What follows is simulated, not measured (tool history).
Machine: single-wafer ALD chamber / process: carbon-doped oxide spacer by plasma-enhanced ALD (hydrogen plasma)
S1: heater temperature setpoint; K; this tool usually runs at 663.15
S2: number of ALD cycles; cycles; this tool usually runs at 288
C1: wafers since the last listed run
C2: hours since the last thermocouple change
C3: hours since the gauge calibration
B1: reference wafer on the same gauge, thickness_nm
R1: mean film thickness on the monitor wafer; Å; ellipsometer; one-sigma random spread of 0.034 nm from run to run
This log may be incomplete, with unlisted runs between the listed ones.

| run | hour | S1 | S2 | C1 | C2 | C3 | B1 | R1 |
|---|---|---|---|---|---|---|---|---|
| 1 | 0.0 | 663.15 | 288 | 0 | 2719.7 | 414.5 | 12.409 | 140.17 |
|  | 22.5 | gauge calibrated |
| 2 | 30.3 | 663.15 | 288 | 54 | 2750.0 | 7.8 | 12.239 | 137.34 |
| 3 | 57.6 | 674.15 | 288 | 49 | 2777.3 | 35.1 | 12.275 | 137.33 |
| 4 | 78.4 | 674.15 | 288 | 37 | 2798.1 | 55.9 | 12.295 | 137.09 |
| 5 | 98.7 | 674.15 | 288 | 36 | 2818.4 | 76.2 | 12.315 | 137.36 |
| 6 | 117.5 | 658.15 | 288 | 33 | 2837.2 | 95.0 | 12.338 | 139.39 |
| 7 | 146.0 | 657.15 | 288 | 51 | 2865.7 | 123.5 | 12.357 | 139.23 |
| 8 | 181.7 | 657.15 | 288 | 64 | 2901.4 | 159.2 | 12.373 | 138.75 |
| 9 | 215.4 | 657.15 | 288 | 60 | 2935.1 | 192.9 | 12.394 | 139.01 |
| 10 | 239.6 | 663.15 | 288 | 43 | 2959.3 | 217.1 | 12.396 | 140.21 |
| 11 | 273.9 | 663.15 | 288 | 61 | 2993.6 | 251.4 | 12.418 | 139.12 |
| 12 | 297.0 | 663.15 | 288 | 41 | 3016.7 | 274.5 | 12.419 | 139.75 |
| 13 | 310.3 | 663.15 | 288 | 23 | 3030.0 | 287.8 | 12.418 | 139.98 |
| 14 | 332.9 | 663.15 | 288 | 40 | 3052.6 | 310.4 | 12.430 | 139.60 |
| 15 | 357.9 | 671.15 | 243 | 44 | 3077.6 | 335.4 | 12.428 | 117.57 |
| 16 | 382.1 | 653.15 | 243 | 43 | 3101.8 | 359.6 | 12.431 | 118.08 |
|  | 415.3 | gauge calibrated |
|  | 420.3 | thermocouple changed; heater temperature recalibrated |
| 17 | 420.8 | 673.15 | 268 | 55 | 0.5 | 5.5 | 12.189 | 126.98 |
| 18 | 443.7 | 648.15 | 334 | 41 | 23.4 | 28.4 | 12.219 | 158.72 |
| 19 | 469.8 | 652.15 | 288 | 46 | 49.5 | 54.5 | 12.251 | 137.54 |
| 20 | 491.3 | 674.15 | 288 | 38 | 71.0 | 76.0 | 12.269 | 137.33 |
| 21 | 512.0 | 663.15 | 244 | 37 | 91.7 | 96.7 | 12.286 | 117.38 |
| 22 | 543.2 | 663.15 | 288 | 56 | 122.9 | 127.9 | 12.314 | 138.48 |

Predict the results of run 23:
| 23 | 556.3 | 663.15 | 288 | 23 | 136.0 | 141.0 | ? | ? |

{"run 23": {"B1": 12.316, "R1": 137.53}}
Had the tool carried no hidden state, the very same run would have given R1 136.22 Å.
